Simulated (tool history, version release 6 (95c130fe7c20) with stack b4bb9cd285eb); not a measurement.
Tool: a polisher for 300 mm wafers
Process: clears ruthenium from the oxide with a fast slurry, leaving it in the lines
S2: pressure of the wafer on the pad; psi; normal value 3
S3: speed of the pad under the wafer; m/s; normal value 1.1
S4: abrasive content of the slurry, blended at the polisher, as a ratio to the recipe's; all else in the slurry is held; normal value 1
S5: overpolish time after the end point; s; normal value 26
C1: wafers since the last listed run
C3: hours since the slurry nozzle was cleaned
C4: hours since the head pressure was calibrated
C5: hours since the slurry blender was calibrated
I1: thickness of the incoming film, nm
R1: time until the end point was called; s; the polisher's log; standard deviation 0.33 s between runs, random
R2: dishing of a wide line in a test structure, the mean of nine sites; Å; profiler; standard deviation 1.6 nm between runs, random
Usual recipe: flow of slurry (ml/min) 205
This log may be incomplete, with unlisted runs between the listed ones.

Run 1, day 0: usual settings; C1 0; wafers polished on this pad 775; C3 243.8; C4 413.1; C5 28.3; I1 129.5. Result: R1 26.7 s, R2 735 Å.
Run 2, day 0.642: usual settings but flow of slurry (ml/min) 165; C1 152; wafers polished on this pad 927; C3 259.2; C4 428.5; C5 43.7; I1 131.5. Result: R1 28.2 s, R2 714 Å.
Run 3, day 1.238: usual settings; C1 141; wafers polished on this pad 1069; C3 273.5; C4 442.8; C5 58; I1 130.3. Result: R1 27.1 s, R2 715 Å.
At day 2.429: worn pad replaced by a new one.
Run 4, day 2.45: usual settings; C1 248; wafers polished on this pad 4; C3 302.6; C4 471.9; C5 87.1; I1 132.9. Result: R1 28.3 s, R2 710 Å.
Run 5, day 3.271: usual settings; C1 194; wafers polished on this pad 199; C3 322.3; C4 491.6; C5 106.8; I1 132. Result: R1 27.5 s, R2 694 Å.
Run 6, day 3.842: usual settings; C1 135; wafers polished on this pad 335; C3 336; C4 505.3; C5 120.5; I1 128.8. Result: R1 27.6 s, R2 717 Å.
Run 7, day 4.479: usual settings; C1 151; wafers polished on this pad 486; C3 351.3; C4 520.6; C5 135.8; I1 127. Result: R1 26.4 s, R2 740 Å.
Run 8, day 5.404: usual settings; C1 219; wafers polished on this pad 705; C3 373.5; C4 542.8; C5 158; I1 130.7. Result: R1 26.8 s, R2 699 Å.
Run 9, day 6.462: usual settings; C1 251; wafers polished on this pad 957; C3 398.9; C4 568.2; C5 183.4; I1 129.7. Result: R1 27.3 s, R2 690 Å.
Run 10, day 7.588: usual settings; C1 266; wafers polished on this pad 1223; C3 425.9; C4 595.2; C5 210.4; I1 129.2. Result: R1 27.4 s, R2 740 Å.
At day 7.754: worn pad replaced by a new one.
Run 11, day 8.288: usual settings; C1 126; wafers polished on this pad 126; C3 442.7; C4 612; C5 227.2; I1 129.4. Result: R1 27 s, R2 697 Å.
At day 8.933: head pressure recalibrated.
Run 12, day 9.083: usual settings but flow of slurry (ml/min) 225, S4 0.8; C1 169; wafers polished on this pad 295; C3 461.8; C4 3.6; C5 246.3; I1 129.6. Result: R1 34.3 s, R2 623 Å.
At day 9.829: slurry nozzle cleaned.
At day 12.388: slurry blender recalibrated.
Run 13, day 13.35: usual settings but flow of slurry (ml/min) 225, S4 0.8; C1 982; wafers polished on this pad 1278; C3 84.5; C4 106; C5 23.1; I1 131.3. Result: R1 33.1 s, R2 650 Å.
At day 14.162: worn pad replaced by a new one.
Run 14, day 14.717: usual settings but S2 2.2 psi, S4 0.9; C1 284; wafers polished on this pad 130; C3 117.3; C4 138.8; C5 55.9; I1 130.1. Result: R1 38.9 s, R2 588 Å.
Run 15, day 16.075: usual settings; C1 322; wafers polished on this pad 453; C3 149.9; C4 171.4; C5 88.5; I1 129.5. Result: R1 27.8 s, R2 703 Å.
Run 16, day 17.362: usual settings but flow of slurry (ml/min) 150, S2 3.8 psi, S4 1.1; C1 305; wafers polished on this pad 758; C3 180.8; C4 202.3; C5 119.4; I1 129.9. Result: R1 22.1 s, R2 768 Å.
Run 17, day 18: usual settings but S5 19 s; C1 151; wafers polished on this pad 910; C3 196.1; C4 217.6; C5 134.7; I1 129.8. Result: R1 27.9 s, R2 583 Å.
Run 18, day 18.538: usual settings but S2 2.2 psi, S5 13 s; C1 127; wafers polished on this pad 1037; C3 209; C4 230.5; C5 147.6; I1 129.5. Result: R1 35.4 s, R2 398 Å.
At day 19.675: worn pad replaced by a new one, of another model than before.
Run 19, day 19.867: usual settings but S2 2 psi; C1 275; wafers polished on this pad 45; C3 240.9; C4 262.4; C5 179.5; I1 130.6. Result: R1 36.4 s, R2 617 Å.
Run 20, day 20.65: usual settings but S4 0.7; C1 185; wafers polished on this pad 231; C3 259.7; C4 281.2; C5 198.3; I1 128.9. Result: R1 35 s, R2 621 Å.
Run 21, day 22.142: usual settings; C1 353; wafers polished on this pad 585; C3 295.5; C4 317; C5 234.1; I1 129.6. Result: R1 28 s, R2 663 Å.
Run 22, day 23.067: usual settings but flow of slurry (ml/min) 230, S2 3.8 psi, S4 1.2; C1 219; wafers polished on this pad 804; C3 317.7; C4 339.2; C5 256.3; I1 128.5. Result: R1 21.1 s, R2 757 Å.
At day 23.525: slurry blender recalibrated.
Run 23, day 24.188: usual settings but S3 1.42 m/s, S5 17 s; C1 246; wafers polished on this pad 1050; C3 344.6; C4 366.1; C5 15.9; I1 131.8. Result: R1 25.5 s, R2 594 Å.
Run 24, day 24.996: usual settings but flow of slurry (ml/min) 240, S2 2.7 psi, S5 34 s; C1 191; wafers polished on this pad 1242; C3 364; C4 385.5; C5 35.3; I1 130.2. Result: R1 29.5 s, R2 782 Å.
At day 25.229: worn pad replaced by a new one.
Run 25, day 26.038: usual settings; C1 207; wafers polished on this pad 191; C3 389; C4 410.5; C5 60.3; I1 130.1. Result: R1 27.4 s, R2 707 Å.
Run 26, day 26.588: usual settings but S2 3.9 psi, S5 19 s; C1 130; wafers polished on this pad 321; C3 402.2; C4 423.7; C5 73.5; I1 127.3. Result: R1 22.6 s, R2 662 Å.
Run 27, day 27.95: usual settings; C1 323; wafers polished on this pad 645; C3 434.9; C4 456.4; C5 106.2; I1 131.2. Result: R1 28.5 s, R2 726 Å.

Across each entry between runs, compare the hidden state at the last listed run before it with the hidden state at the first listed run after it:
From run 3 to run 4: worn pad replaced by a new one (day 2.429)
  deviation of the head's pressure from its setpoint, %: 11.4 -> 11.6
  measured less the result without the state, R1: -2.6 -> -2.9 s; R2: +33 -> +32 Å
From run 10 to run 11: worn pad replaced by a new one (day 7.754)
  nothing in the hidden state changes from one run to the other
  measured less the result without the state, R1: -2.9 -> -2.9 s; R2: +35 -> +34 Å
From run 11 to run 12: head pressure recalibrated (day 8.933)
  deviation of the head's pressure from its setpoint, %: 12.2 -> 1.05
  measured less the result without the state, R1: -2.9 -> -0.3 s; R2: +34 -> +4 Å
From run 12 to run 13: slurry nozzle cleaned (day 9.829); slurry blender recalibrated (day 12.388)
  deviation of the head's pressure from its setpoint, %: 1.05 -> 5.95
  measured less the result without the state, R1: -0.3 -> -1.7 s; R2: +4 -> +18 Å
From run 13 to run 14: worn pad replaced by a new one (day 14.162)
  deviation of the head's pressure from its setpoint, %: 5.95 -> 7.07
  measured less the result without the state, R1: -1.7 -> -2.4 s; R2: +18 -> +21 Å
From run 18 to run 19: worn pad replaced by a new one, of another model than before (day 19.675)
  deviation of the head's pressure from its setpoint, %: 9.39 -> 9.98
  measured less the result without the state, R1: -2.9 -> -2.4 s; R2: +24 -> +23 Å
From run 22 to run 23: slurry blender recalibrated (day 23.525)
  deviation of the head's pressure from its setpoint, %: 11.1 -> 11.4
  measured less the result without the state, R1: -1.6 -> -1.9 s; R2: +21 -> +25 Å
From run 24 to run 25: worn pad replaced by a new one (day 25.229)
  deviation of the head's pressure from its setpoint, %: 11.6 -> 11.8
  measured less the result without the state, R1: -2.2 -> -2.1 s; R2: +23 -> +25 Å

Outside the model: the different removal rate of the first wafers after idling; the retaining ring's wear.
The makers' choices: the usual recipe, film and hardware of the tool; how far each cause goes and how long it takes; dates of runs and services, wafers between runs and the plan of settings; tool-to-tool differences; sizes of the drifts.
